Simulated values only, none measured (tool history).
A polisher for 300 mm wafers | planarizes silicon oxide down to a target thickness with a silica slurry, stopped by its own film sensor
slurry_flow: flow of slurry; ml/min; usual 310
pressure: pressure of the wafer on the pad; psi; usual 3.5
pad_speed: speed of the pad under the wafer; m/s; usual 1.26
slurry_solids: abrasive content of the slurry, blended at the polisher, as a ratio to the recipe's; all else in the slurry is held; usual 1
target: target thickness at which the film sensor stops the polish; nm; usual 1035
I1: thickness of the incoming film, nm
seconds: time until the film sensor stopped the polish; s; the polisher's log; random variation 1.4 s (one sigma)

run 1 hour=0 | slurry_flow=310 pressure=3.5 pad_speed=1.26 slurry_solids=1 target=1005 | I1=1374.5 | seconds=111.1
-- hour=106.1 worn pad replaced by a new one
-- hour=138.3 head pressure recalibrated
run 2 hour=205.7 | slurry_flow=310 pressure=3.5 pad_speed=1.26 slurry_solids=1 target=1035 | I1=1350.7 | seconds=86.5
-- hour=226.6 slurry nozzle cleaned
run 3 hour=272.5 | slurry_flow=310 pressure=3.5 pad_speed=1.26 slurry_solids=1 target=1035 | I1=1380.7 | seconds=92.6
-- hour=291.8 conditioning disc replaced and pad reconditioned
run 4 hour=298.3 | slurry_flow=245 pressure=2.4 pad_speed=0.94 slurry_solids=1 target=995 | I1=1365.3 | seconds=180.5
run 5 hour=335.2 | slurry_flow=310 pressure=3 pad_speed=1.26 slurry_solids=1 target=1035 | I1=1384.6 | seconds=110.4
-- hour=377.9 slurry blender recalibrated
run 6 hour=398.5 | slurry_flow=310 pressure=3.5 pad_speed=1.26 slurry_solids=1 target=1035 | I1=1376.2 | seconds=93.7
run 7 hour=464.8 | slurry_flow=255 pressure=3.5 pad_speed=1.26 slurry_solids=1 target=1091 | I1=1359.7 | seconds=75.2
run 8 hour=527.2 | slurry_flow=310 pressure=3.5 pad_speed=1.26 slurry_solids=1 target=1035 | I1=1344.6 | seconds=82.5
run 9 hour=593.3 | slurry_flow=310 pressure=3.5 pad_speed=1.26 slurry_solids=1 target=1035 | I1=1376.1 | seconds=94.9
-- hour=609.6 worn pad replaced by a new one
run 10 hour=630.2 | slurry_flow=380 pressure=3.5 pad_speed=1.26 slurry_solids=1 target=1035 | I1=1363.5 | seconds=87.4
run 11 hour=661.7 | slurry_flow=310 pressure=3.5 pad_speed=1.26 slurry_solids=1.25 target=966 | I1=1341.9 | seconds=97.2
run 12 hour=716.2 | slurry_flow=265 pressure=3.5 pad_speed=0.94 slurry_solids=1.1 target=969 | I1=1359.6 | seconds=127.2
-- hour=731.2 slurry nozzle cleaned
-- hour=777.2 slurry blender recalibrated
run 13 hour=777.5 | slurry_flow=310 pressure=4.3 pad_speed=1.26 slurry_solids=1 target=969 | I1=1356.3 | seconds=87.9
-- hour=811.3 conditioning disc replaced and pad reconditioned
run 14 hour=840.4 | slurry_flow=310 pressure=3.5 pad_speed=1.26 slurry_solids=1 target=1035 | I1=1355.8 | seconds=91.1
run 15 hour=898.1 | slurry_flow=255 pressure=3.5 pad_speed=1.26 slurry_solids=1 target=1035 | I1=1352.9 | seconds=93.8
run 16 hour=994.4 | slurry_flow=310 pressure=3.5 pad_speed=1.26 slurry_solids=1.25 target=966 | I1=1342.4 | seconds=101.6
run 17 hour=1054.4 | slurry_flow=310 pressure=3.5 pad_speed=1.26 slurry_solids=1.2 target=1085 | I1=1369.1 | seconds=80.5
-- hour=1110.5 worn pad replaced by a new one
run 18 hour=1118.5 | slurry_flow=310 pressure=3.5 pad_speed=1.26 slurry_solids=0.9 target=1149 | I1=1335.3 | seconds=59.1
run 19 hour=1153.2 | slurry_flow=240 pressure=4.1 pad_speed=1.48 slurry_solids=0.75 target=1035 | I1=1353.3 | seconds=87.3
-- hour=1171.4 slurry nozzle cleaned
-- hour=1192.9 slurry blender recalibrated
run 20 hour=1207 | slurry_flow=310 pressure=2.8 pad_speed=1.26 slurry_solids=0.7 target=1105 | I1=1370.5 | seconds=115.5
-- hour=1218.7 conditioning disc replaced and pad reconditioned
run 21 hour=1231.8 | slurry_flow=310 pressure=3.5 pad_speed=1.26 slurry_solids=1.1 target=1035 | I1=1338.5 | seconds=89.4
-- hour=1234.7 head pressure recalibrated
run 22 hour=1299.1 | slurry_flow=310 pressure=3.5 pad_speed=1.26 slurry_solids=1 target=1035 | I1=1335.9 | seconds=80.7
run 23 hour=1325.6 | slurry_flow=310 pressure=3.5 pad_speed=1.26 slurry_solids=1 target=1005 | I1=1345.9 | seconds=94.8
run 24 hour=1379 | slurry_flow=310 pressure=3.5 pad_speed=1.38 slurry_solids=1 target=1035 | I1=1382.3 | seconds=90.1

Forecast each of these 5 alternatives for the next run:
run A hour=1379.4 | slurry_flow=310 pressure=3.5 pad_speed=1.26 slurry_solids=1 target=1035 | I1=1360.3 | seconds=?
run B hour=1379.4 | slurry_flow=310 pressure=2.7 pad_speed=1.26 slurry_solids=0.8 target=1035 | I1=1360.3 | seconds=?
run C hour=1379.4 | slurry_flow=310 pressure=3.5 pad_speed=1.26 slurry_solids=1 target=1088 | I1=1360.3 | seconds=?
run D hour=1379.4 | slurry_flow=310 pressure=3.5 pad_speed=1.26 slurry_solids=1.25 target=1065 | I1=1360.3 | seconds=?
run E hour=1379.4 | slurry_flow=310 pressure=2.4 pad_speed=1.26 slurry_solids=1 target=1000 | I1=1360.3 | seconds=?

run=A seconds=89
run=B seconds=124.3
run=C seconds=74.5
run=D seconds=75.1
run=E seconds=143.7
Without the tool's hidden state the same runs would have given:
run=A seconds=89
run=B seconds=124.3
run=C seconds=74.5
run=D seconds=75.1
run=E seconds=143.7

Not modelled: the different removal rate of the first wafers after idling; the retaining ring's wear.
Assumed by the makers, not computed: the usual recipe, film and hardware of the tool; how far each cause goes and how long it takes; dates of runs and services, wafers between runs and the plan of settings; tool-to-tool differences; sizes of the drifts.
